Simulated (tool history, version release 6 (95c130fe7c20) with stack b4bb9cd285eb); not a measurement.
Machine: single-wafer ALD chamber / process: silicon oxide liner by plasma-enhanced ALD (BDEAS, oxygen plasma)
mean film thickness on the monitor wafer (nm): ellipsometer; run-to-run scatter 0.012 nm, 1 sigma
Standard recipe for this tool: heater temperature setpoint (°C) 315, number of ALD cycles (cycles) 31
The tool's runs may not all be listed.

run	hour	heater temperature setpoint (°C)	number of ALD cycles (cycles)	read-back reference wafer on the same gauge, thickness_nm	mean film thickness on the monitor wafer (nm)
1	0.0	319	31	3.050	2.834
2	19.5	319	31	3.047	2.794
3	52.8	319	31	3.049	2.823
4	70.7	315	28	3.049	2.548
5	105.7	315	28	3.046	2.544
6	126.6	315	31	3.049	2.829
7	158.4	315	31	3.053	2.839
8	180.1	315	31	3.049	2.846
9	205.9	315	31	3.044	2.835
10	225.1	315	31	3.048	2.825
# hour 236.7: thermocouple changed; heater temperature recalibrated
11	244.5	307	28	3.051	2.585
12	271.0	304	26	3.048	2.411
# hour 294.0: gauge calibrated
13	297.6	311	31	3.043	2.859
14	326.9	310	34	3.047	3.125
15	343.1	330	27	3.046	2.398
16	365.0	327	31	3.052	2.804
17	392.9	315	31	3.053	2.828
18	412.1	323	28	3.044	2.535

4 ways to go on from here, each from the tool as it stands after run 18. What would each give?
A	412.5	315	31	?	?
B	412.5	327	28	?	?
C	412.5	324	34	?	?
D	412.5	321	28	?	?

run	read-back reference wafer on the same gauge, thickness_nm	mean film thickness on the monitor wafer (nm)
A	3.047	2.860
B	3.047	2.544
C	3.047	3.102
D	3.047	2.564
Without the tool's hidden state the same runs would have given:
run	mean film thickness on the monitor wafer (nm)
A	2.860
B	2.544
C	3.102
D	2.564

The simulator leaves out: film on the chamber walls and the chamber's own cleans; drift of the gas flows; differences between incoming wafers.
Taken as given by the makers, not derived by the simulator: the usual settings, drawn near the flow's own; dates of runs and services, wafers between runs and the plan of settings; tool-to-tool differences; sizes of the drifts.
